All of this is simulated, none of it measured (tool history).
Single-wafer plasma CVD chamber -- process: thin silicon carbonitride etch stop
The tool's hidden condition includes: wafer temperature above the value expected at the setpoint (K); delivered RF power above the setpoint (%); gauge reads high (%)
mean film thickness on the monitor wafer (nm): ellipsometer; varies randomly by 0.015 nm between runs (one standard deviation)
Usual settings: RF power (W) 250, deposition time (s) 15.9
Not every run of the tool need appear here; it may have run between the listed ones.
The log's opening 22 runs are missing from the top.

| run | day | RF power (W) | deposition time (s) | wafers since the last listed run | hours since the last thermocouple change | hours since the last RF generator calibration | hours since the showerhead was replaced | hours since the gauge calibration | read-back reference wafer on the same gauge, thickness_nm | mean film thickness on the monitor wafer (nm) |
|---|---|---|---|---|---|---|---|---|---|---|
| 23 | 77.35 | 250 | 15.9 | 3021 | 419.2 | 608.1 | 454.6 | 591.5 | 11.484 | 9.886 |
| 24 | 81.529 | 250 | 15.9 | 3095 | 519.5 | 708.4 | 554.9 | 691.8 | 11.486 | 9.87 |
| 25 | 83.388 | 250 | 15.9 | 1376 | 564.1 | 753 | 599.5 | 736.4 | 11.49 | 9.872 |
| 26 | 85.154 | 270 | 12.9 | 1308 | 606.5 | 795.4 | 641.9 | 778.8 | 11.487 | 8.099 |
| 27 | 86.796 | 250 | 13.8 | 1216 | 645.9 | 834.8 | 681.3 | 818.2 | 11.49 | 8.536 |
| 28 | 93.838 | 265 | 18.3 | 5216 | 814.9 | 1003.8 | 850.3 | 987.2 | 11.487 | 11.452 |
| 29 | 97.562 | 270 | 17.8 | 2759 | 904.3 | 1093.2 | 939.7 | 1076.6 | 11.497 | 11.14 |
| 30 | 100.392 | 275 | 17.7 | 2095 | 972.2 | 1161.1 | 1007.6 | 1144.5 | 11.493 | 11.14 |
| 31 | 102.425 | 250 | 15.9 | 1506 | 1021 | 1209.9 | 1056.4 | 1193.3 | 11.493 | 9.826 |
| 32 | 106.812 | 250 | 17.5 | 3250 | 1126.3 | 1315.2 | 1161.7 | 1298.6 | 11.489 | 10.833 |
| 33 | 109.388 | 250 | 15.1 | 1907 | 1188.1 | 1377 | 1223.5 | 1360.4 | 11.496 | 9.318 |
| 34 | 113.862 | 250 | 15.9 | 3315 | 1295.5 | 1484.4 | 1330.9 | 1467.8 | 11.49 | 9.838 |

What if the next run were any one of these 5? Each begins from the tool's condition after run 34:
| A | 113.879 | 250 | 15.9 | 12 | 1295.9 | 1484.8 | 1331.3 | 1468.2 | ? | ? |
| B | 113.879 | 285 | 13.1 | 12 | 1295.9 | 1484.8 | 1331.3 | 1468.2 | ? | ? |
| C | 113.879 | 285 | 18.5 | 12 | 1295.9 | 1484.8 | 1331.3 | 1468.2 | ? | ? |
| D | 113.879 | 280 | 12.8 | 12 | 1295.9 | 1484.8 | 1331.3 | 1468.2 | ? | ? |
| E | 113.879 | 250 | 12.9 | 12 | 1295.9 | 1484.8 | 1331.3 | 1468.2 | ? | ? |

| run | read-back reference wafer on the same gauge, thickness_nm | mean film thickness on the monitor wafer (nm) |
|---|---|---|
| A | 11.494 | 9.829 |
| B | 11.494 | 8.267 |
| C | 11.494 | 11.675 |
| D | 11.494 | 8.055 |
| E | 11.494 | 7.975 |
Without the tool's hidden state the same runs would have given:
| run | mean film thickness on the monitor wafer (nm) |
|---|---|
| A | 9.968 |
| B | 8.384 |
| C | 11.84 |
| D | 8.168 |
| E | 8.087 |

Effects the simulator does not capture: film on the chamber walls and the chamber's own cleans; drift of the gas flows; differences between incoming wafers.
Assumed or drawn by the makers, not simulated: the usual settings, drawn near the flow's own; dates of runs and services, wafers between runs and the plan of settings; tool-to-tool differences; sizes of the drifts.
